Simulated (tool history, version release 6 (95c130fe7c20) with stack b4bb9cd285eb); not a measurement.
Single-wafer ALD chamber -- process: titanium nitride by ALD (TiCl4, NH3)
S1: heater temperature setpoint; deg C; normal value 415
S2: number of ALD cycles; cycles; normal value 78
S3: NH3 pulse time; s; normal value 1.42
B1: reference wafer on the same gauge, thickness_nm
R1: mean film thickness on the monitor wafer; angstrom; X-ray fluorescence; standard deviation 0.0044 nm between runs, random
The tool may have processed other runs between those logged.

run   hour   S1  S2    S3     B1     R1
  1    0.0  415  78  1.42  1.941  17.51
  2   20.4  415  78  1.42  1.941  17.57
  3   40.4  425  78  1.09  1.940  17.40
  4   54.0  415  78  1.42  1.940  17.51
  5   85.0  415  78  1.42  1.940  17.43
  6  107.3  415  78  1.21  1.942  17.38
  7  126.6  415  78  1.21  1.939  17.47
  8  149.8  415  78  1.21  1.939  17.27
  9  175.3  415  78  1.42  1.940  17.49
     195.2  -- showerhead replaced
 10  201.4  415  78  1.42  1.941  17.44
 11  227.3  423  78  1.04  1.941  17.28
     261.0  -- gauge calibrated
 12  325.8  415  78  1.42  1.939  17.45
 13  343.0  415  78  0.90  1.942  17.05
 14  358.0  415  66  1.42  1.940  14.75
     381.5  -- thermocouple changed; heater temperature recalibrated
 15  383.3  406  63  1.42  1.941  13.97
 16  450.5  410  85  1.62  1.940  19.07
 17  476.6  415  89  0.85  1.939  19.46
 18  512.2  428  69  1.42  1.942  15.59
 19  529.5  415  83  1.95  1.940  18.84
 20  550.8  415  78  1.42  1.940  17.46
 21  582.6  407  78  1.06  1.939  17.06

4 options for the next run, each taken on its own from the tool as it stands now. Forecast them:
  A  583.2  415  67  1.42   ?   ?
  B  583.2  415  72  1.42   ?   ?
  C  583.2  406  92  1.42   ?   ?
  D  583.2  422  78  1.83   ?   ?

run     B1     R1
  A  1.939  15.07
  B  1.939  16.19
  C  1.939  20.58
  D  1.939  17.76
The same runs, with their run-to-run variation unchanged, on a tool lacking any hidden condition would have given:
run     R1
  A  15.07
  B  16.19
  C  20.58
  D  17.76

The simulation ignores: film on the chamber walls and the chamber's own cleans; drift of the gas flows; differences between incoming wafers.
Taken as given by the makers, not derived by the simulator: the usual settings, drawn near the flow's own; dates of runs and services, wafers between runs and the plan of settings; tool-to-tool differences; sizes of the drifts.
